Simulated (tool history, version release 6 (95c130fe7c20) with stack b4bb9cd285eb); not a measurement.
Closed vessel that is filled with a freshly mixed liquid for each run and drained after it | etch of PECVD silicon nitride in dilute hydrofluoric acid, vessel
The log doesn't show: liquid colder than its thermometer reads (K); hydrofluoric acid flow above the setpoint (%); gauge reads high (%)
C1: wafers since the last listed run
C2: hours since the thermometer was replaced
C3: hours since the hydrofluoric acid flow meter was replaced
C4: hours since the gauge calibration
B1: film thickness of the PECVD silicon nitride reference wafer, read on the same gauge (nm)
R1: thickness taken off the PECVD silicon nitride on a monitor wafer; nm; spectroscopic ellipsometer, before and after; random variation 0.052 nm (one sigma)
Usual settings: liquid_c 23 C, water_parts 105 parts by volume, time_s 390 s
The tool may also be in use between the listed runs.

Run 1, hour 0: usual settings; C1 0; C2 1872; C3 386.8; C4 354; B1 90.06. Result: R1 9.56 nm.
At hour 12.2: gauge calibrated.
Run 2, hour 40.6: usual settings but liquid_c 19.5 C; C1 4116; C2 1912.6; C3 427.4; C4 28.4; B1 90.03. Result: R1 7.51 nm.
Run 3, hour 68.2: usual settings but liquid_c 19.5 C; C1 2798; C2 1940.2; C3 455; C4 56; B1 90. Result: R1 7.41 nm.
Run 4, hour 101.4: usual settings but liquid_c 19.5 C; C1 3366; C2 1973.4; C3 488.2; C4 89.2; B1 90.04. Result: R1 7.55 nm.
Run 5, hour 122.4: usual settings; C1 2129; C2 1994.4; C3 509.2; C4 110.2; B1 90. Result: R1 9.52 nm.
Run 6, hour 148.2: usual settings; C1 2616; C2 2020.2; C3 535; C4 136; B1 89.99. Result: R1 9.48 nm.
At hour 220.9: thermometer replaced.
Run 7, hour 247.2: usual settings; C1 9937; C2 26.3; C3 634; C4 235; B1 90.03. Result: R1 10.8 nm.
Run 8, hour 267.1: usual settings; C1 2017; C2 46.2; C3 653.9; C4 254.9; B1 90. Result: R1 10.69 nm.
Run 9, hour 296.6: usual settings; C1 2991; C2 75.7; C3 683.4; C4 284.4; B1 89.98. Result: R1 10.76 nm.
At hour 305.7: hydrofluoric acid flow meter replaced.
Run 10, hour 332.4: usual settings; C1 3528; C2 111.5; C3 26.7; C4 320.2; B1 89.97. Result: R1 10.34 nm.
At hour 337.5: gauge calibrated.
Run 11, hour 362.9: usual settings but liquid_c 27 C, water_parts 60 parts by volume, time_s 170 s; C1 3092; C2 142; C3 57.2; C4 25.4; B1 90.02. Result: R1 10.13 nm.
Run 12, hour 386.6: usual settings but water_parts 75 parts by volume, time_s 200 s; C1 2403; C2 165.7; C3 80.9; C4 49.1; B1 90.04. Result: R1 7.34 nm.
Run 13, hour 411.4: usual settings but water_parts 135 parts by volume; C1 2514; C2 190.5; C3 105.7; C4 73.9; B1 90.02. Result: R1 8.07 nm.
Run 14, hour 442.3: usual settings; C1 3133; C2 221.4; C3 136.6; C4 104.8; B1 90.04. Result: R1 10.27 nm.
Run 15, hour 457: usual settings but liquid_c 21 C, time_s 175 s; C1 1490; C2 236.1; C3 151.3; C4 119.5; B1 90. Result: R1 4.09 nm.
Run 16, hour 480.6: usual settings but liquid_c 18.5 C, water_parts 60 parts by volume; C1 2393; C2 259.7; C3 174.9; C4 143.1; B1 90.04. Result: R1 13.19 nm.
Run 17, hour 504.3: usual settings; C1 2403; C2 283.4; C3 198.6; C4 166.8; B1 90.01. Result: R1 10.35 nm.
Run 18, hour 532.6: usual settings but liquid_c 26.5 C; C1 2869; C2 311.7; C3 226.9; C4 195.1; B1 89.98. Result: R1 13.07 nm.
Run 19, hour 558.3: usual settings but liquid_c 18.5 C, water_parts 155 parts by volume, time_s 225 s; C1 2606; C2 337.4; C3 252.6; C4 220.8; B1 90. Result: R1 3 nm.
Run 20, hour 594.2: usual settings but liquid_c 25 C, water_parts 150 parts by volume, time_s 505 s; C1 3640; C2 373.3; C3 288.5; C4 256.7; B1 89.99. Result: R1 10.65 nm.

The same runs without the tool's hidden state, with the same run-to-run variation:
run     R1
  1  10.35
  2   8.14
  3   8.03
  4   8.18
  5  10.27
  6  10.22
  7  10.28
  8  10.16
  9  10.23
 10  10.31
 11  10.09
 12    7.3
 13   8.03
 14  10.21
 15   4.06
 16   13.1
 17  10.26
 18  12.93
 19   2.97
 20  10.51

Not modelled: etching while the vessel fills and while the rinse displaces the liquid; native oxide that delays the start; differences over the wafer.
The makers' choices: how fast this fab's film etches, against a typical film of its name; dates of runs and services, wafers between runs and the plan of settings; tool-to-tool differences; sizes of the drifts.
